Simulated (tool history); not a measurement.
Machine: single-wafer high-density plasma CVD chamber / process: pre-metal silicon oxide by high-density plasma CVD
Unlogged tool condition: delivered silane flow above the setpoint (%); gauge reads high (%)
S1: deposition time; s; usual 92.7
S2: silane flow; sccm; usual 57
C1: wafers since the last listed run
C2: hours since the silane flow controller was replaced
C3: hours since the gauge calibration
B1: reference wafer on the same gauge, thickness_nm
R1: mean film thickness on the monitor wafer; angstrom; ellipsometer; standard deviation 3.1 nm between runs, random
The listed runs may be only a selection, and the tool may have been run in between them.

| run | hour | S1 | S2 | C1 | C2 | C3 | B1 | R1 |
|---|---|---|---|---|---|---|---|---|
| 1 | 0.0 | 92.7 | 57 | 0 | 2321.9 | 1506.5 | 554.221 | 5257.14 |
| 2 | 71.2 | 92.7 | 57 | 825 | 2393.1 | 1577.7 | 552.822 | 5184.93 |
| 3 | 124.4 | 92.7 | 57 | 616 | 2446.3 | 1630.9 | 552.441 | 5206.59 |
|  | 151.0 | silane flow controller replaced |
| 4 | 220.9 | 92.7 | 57 | 1026 | 69.9 | 1727.4 | 551.310 | 5225.27 |
| 5 | 444.2 | 92.7 | 64 | 2589 | 293.2 | 1950.7 | 548.503 | 5806.39 |
| 6 | 507.4 | 92.7 | 57 | 732 | 356.4 | 2013.9 | 547.069 | 5188.15 |
| 7 | 558.6 | 106.3 | 50 | 593 | 407.6 | 2065.1 | 546.536 | 5195.39 |
|  | 567.1 | gauge calibrated |
| 8 | 651.3 | 106.3 | 50 | 1074 | 500.3 | 84.2 | 558.400 | 5318.65 |
| 9 | 718.5 | 105.7 | 50 | 779 | 567.5 | 151.4 | 560.062 | 5267.88 |
| 10 | 773.9 | 105.7 | 50 | 642 | 622.9 | 206.8 | 560.021 | 5274.32 |
| 11 | 860.1 | 92.7 | 57 | 999 | 709.1 | 293.0 | 560.728 | 5275.41 |
| 12 | 899.3 | 92.7 | 57 | 454 | 748.3 | 332.2 | 559.911 | 5274.45 |
| 13 | 969.0 | 92.7 | 57 | 808 | 818.0 | 401.9 | 557.824 | 5270.52 |
| 14 | 1016.2 | 92.7 | 57 | 547 | 865.2 | 449.1 | 559.363 | 5315.05 |
| 15 | 1104.7 | 92.7 | 57 | 1026 | 953.7 | 537.6 | 560.086 | 5289.62 |
| 16 | 1146.4 | 92.7 | 57 | 483 | 995.4 | 579.3 | 558.198 | 5319.19 |
| 17 | 1203.7 | 92.7 | 57 | 664 | 1052.7 | 636.6 | 560.383 | 5263.23 |
| 18 | 1253.6 | 92.7 | 57 | 578 | 1102.6 | 686.5 | 557.546 | 5303.45 |
| 19 | 1323.0 | 92.7 | 57 | 804 | 1172.0 | 755.9 | 558.140 | 5279.50 |
| 20 | 1499.7 | 92.7 | 57 | 2049 | 1348.7 | 932.6 | 558.030 | 5258.14 |
| 21 | 1571.4 | 77.9 | 63 | 831 | 1420.4 | 1004.3 | 556.203 | 4892.22 |
| 22 | 1608.7 | 77.9 | 63 | 432 | 1457.7 | 1041.6 | 555.438 | 4948.43 |
| 23 | 1694.9 | 92.7 | 57 | 999 | 1543.9 | 1127.8 | 554.643 | 5172.95 |
| 24 | 1772.5 | 108.2 | 61 | 899 | 1621.5 | 1205.4 | 553.636 | 6498.99 |
| 25 | 1848.4 | 92.7 | 57 | 880 | 1697.4 | 1281.3 | 553.473 | 5199.07 |
| 26 | 1934.6 | 92.7 | 57 | 999 | 1783.6 | 1367.5 | 551.763 | 5254.09 |
| 27 | 2016.9 | 83.5 | 65 | 954 | 1865.9 | 1449.8 | 553.187 | 5404.61 |
| 28 | 2067.4 | 92.7 | 51 | 585 | 1916.4 | 1500.3 | 551.971 | 4731.92 |
| 29 | 2113.5 | 80.0 | 60 | 534 | 1962.5 | 1546.4 | 550.253 | 4722.20 |
| 30 | 2181.3 | 111.1 | 46 | 786 | 2030.3 | 1614.2 | 551.631 | 5061.77 |
| 31 | 2219.0 | 103.9 | 57 | 437 | 2068.0 | 1651.9 | 552.571 | 5768.70 |
| 32 | 2298.8 | 106.4 | 61 | 925 | 2147.8 | 1731.7 | 548.107 | 6418.09 |
| 33 | 2375.4 | 92.7 | 57 | 888 | 2224.4 | 1808.3 | 547.369 | 5168.76 |
| 34 | 2463.6 | 92.7 | 57 | 1022 | 2312.6 | 1896.5 | 548.430 | 5196.97 |
|  | 2543.1 | silane flow controller replaced |
| 35 | 2543.6 | 79.0 | 54 | 834 | 0.5 | 1976.5 | 545.608 | 4168.10 |
|  | 2594.9 | gauge calibrated |
| 36 | 2634.1 | 101.5 | 52 | 1049 | 91.0 | 39.2 | 564.868 | 5360.93 |
| 37 | 2741.6 | 77.9 | 63 | 1246 | 198.5 | 146.7 | 563.974 | 4998.17 |
| 38 | 2793.9 | 105.0 | 49 | 606 | 250.8 | 199.0 | 564.763 | 5188.44 |
| 39 | 2855.6 | 92.7 | 54 | 715 | 312.5 | 260.7 | 562.041 | 5005.85 |
| 40 | 2948.3 | 80.8 | 68 | 1074 | 405.2 | 353.4 | 562.028 | 5511.15 |
| 41 | 3010.0 | 102.4 | 57 | 715 | 466.9 | 415.1 | 560.928 | 5850.43 |
| 42 | 3071.4 | 85.3 | 57 | 711 | 528.3 | 476.5 | 563.640 | 4884.64 |
| 43 | 3146.7 | 76.4 | 54 | 873 | 603.6 | 551.8 | 560.083 | 4112.79 |
| 44 | 3238.3 | 92.7 | 57 | 1062 | 695.2 | 643.4 | 561.116 | 5315.46 |
| 45 | 3400.2 | 97.9 | 66 | 1877 | 857.1 | 805.3 | 561.738 | 6500.68 |
| 46 | 3471.4 | 78.1 | 52 | 825 | 928.3 | 876.5 | 560.498 | 4077.61 |
| 47 | 3540.2 | 92.7 | 57 | 797 | 997.1 | 945.3 | 561.667 | 5286.06 |

Exercise: give the hidden state of the tool at every run:
delivered silane flow above the setpoint (%): 0 on each run
H1: gauge reads high (%)
| run | H1 |
|---|---|
| 1 | -1.28 |
| 2 | -1.41 |
| 3 | -1.51 |
| 4 | -1.71 |
| 5 | -2.2 |
| 6 | -2.35 |
| 7 | -2.47 |
| 8 | -0.308 |
| 9 | -0.317 |
| 10 | -0.329 |
| 11 | -0.355 |
| 12 | -0.369 |
| 13 | -0.4 |
| 14 | -0.424 |
| 15 | -0.476 |
| 16 | -0.504 |
| 17 | -0.545 |
| 18 | -0.585 |
| 19 | -0.644 |
| 20 | -0.822 |
| 21 | -0.905 |
| 22 | -0.951 |
| 23 | -1.06 |
| 24 | -1.17 |
| 25 | -1.28 |
| 26 | -1.42 |
| 27 | -1.56 |
| 28 | -1.65 |
| 29 | -1.73 |
| 30 | -1.86 |
| 31 | -1.93 |
| 32 | -2.09 |
| 33 | -2.25 |
| 34 | -2.45 |
| 35 | -2.63 |
| 36 | 0.363 |
| 37 | 0.351 |
| 38 | 0.34 |
| 39 | 0.323 |
| 40 | 0.289 |
| 41 | 0.261 |
| 42 | 0.228 |
| 43 | 0.182 |
| 44 | 0.116 |
| 45 | -0.0235 |
| 46 | -0.0949 |
| 47 | -0.17 |
